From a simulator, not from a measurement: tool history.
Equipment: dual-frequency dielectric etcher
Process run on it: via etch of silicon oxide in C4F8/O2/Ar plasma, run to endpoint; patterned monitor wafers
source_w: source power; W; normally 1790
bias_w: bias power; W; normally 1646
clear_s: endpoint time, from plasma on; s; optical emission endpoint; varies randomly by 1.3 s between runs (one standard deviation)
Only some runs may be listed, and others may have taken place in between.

run	hour	source_w	bias_w	wafers since the last listed run	hours since the last wet clean	hours since the last source power generator calibration	hours since the last bias power generator calibration	hours since the last upper electrode change	incoming incoming film thickness, nm	clear_s
1	0.0	2020	1646	0	36.9	1016.2	2769.3	4598.4	849.4	192.8
2	26.4	2020	1646	167	63.3	1042.6	2795.7	4624.8	845.5	192.3
3	53.3	2020	1646	171	90.2	1069.5	2822.6	4651.7	854.5	193.1
4	76.9	1790	1646	150	113.8	1093.1	2846.2	4675.3	851.6	201.1
5	109.5	1790	1646	207	146.4	1125.7	2878.8	4707.9	848.4	201.0
6	122.0	1660	1945	79	158.9	1138.2	2891.3	4720.4	853.6	199.2
7	138.7	1660	1945	106	175.6	1154.9	2908.0	4737.1	851.9	198.7
8	167.2	1660	1945	181	204.1	1183.4	2936.5	4765.6	855.6	198.9
9	198.2	1790	1646	197	235.1	1214.4	2967.5	4796.6	852.7	199.9
10	221.4	1790	1646	147	258.3	1237.6	2990.7	4819.8	845.5	198.2
11	249.7	1790	1646	180	286.6	1265.9	3019.0	4848.1	845.6	201.1
# hour 325.0: upper electrode replaced
12	325.5	1790	1646	329	362.4	1341.7	3094.8	0.5	849.0	202.4
13	325.9	1790	1646	2	362.8	1342.1	3095.2	0.9	851.8	202.0
14	351.7	1790	1646	164	388.6	1367.9	3121.0	26.7	851.6	203.1
15	375.9	1790	1646	153	412.8	1392.1	3145.2	50.9	852.4	203.3
16	398.8	1790	1646	145	435.7	1415.0	3168.1	73.8	843.9	200.7
17	423.6	1660	1945	157	460.5	1439.8	3192.9	98.6	849.1	197.9
# hour 429.9: bias power generator calibrated
18	453.8	1790	1646	166	490.7	1470.0	23.9	128.8	853.5	204.2
19	476.4	1520	1976	143	513.3	1492.6	46.5	151.4	842.5	201.0
20	496.6	2220	1820	128	533.5	1512.8	66.7	171.6	851.1	180.3
21	516.5	1560	1481	126	553.4	1532.7	86.6	191.5	854.5	219.9
# hour 548.1: source power generator calibrated
22	548.6	1480	1646	178	585.5	0.5	118.7	223.6	847.5	214.8
23	559.3	1640	2057	68	596.2	11.2	129.4	234.3	850.7	197.0
# hour 590.4: wet clean of the chamber
24	590.9	2040	1541	48	0.5	42.8	161.0	265.9	848.7	195.9
25	607.4	1790	1646	104	17.0	59.3	177.5	282.4	847.0	202.7
26	621.6	1360	1344	90	31.2	73.5	191.7	296.6	850.1	238.3
27	641.6	2170	1253	127	51.2	93.5	211.7	316.6	855.4	199.9
28	734.4	2230	1646	590	144.0	186.3	304.5	409.4	835.7	182.6
29	753.3	2200	1646	120	162.9	205.2	323.4	428.3	845.4	185.0
30	767.6	1790	1646	90	177.2	219.5	337.7	442.6	850.8	199.3
31	784.0	2090	1646	104	193.6	235.9	354.1	459.0	849.0	188.0
32	803.7	1350	1646	125	213.3	255.6	373.8	478.7	852.6	224.5
33	832.6	1980	1646	183	242.2	284.5	402.7	507.6	852.9	195.8
34	845.7	1500	1851	83	255.3	297.6	415.8	520.7	847.6	208.0

For each entry between runs, how does the tool's hidden state at the last listed run before it compare with that at the first listed run after it?
Runs 11 to 12: upper electrode replaced (hour 325.0)
  nothing in the hidden state changes from one run to the other
Runs 17 to 18: bias power generator calibrated (hour 429.9)
  nothing in the hidden state changes from one run to the other
Runs 21 to 22: source power generator calibrated (hour 548.1)
  nothing in the hidden state changes from one run to the other
Runs 23 to 24: wet clean of the chamber (hour 590.4)
  nothing in the hidden state changes from one run to the other
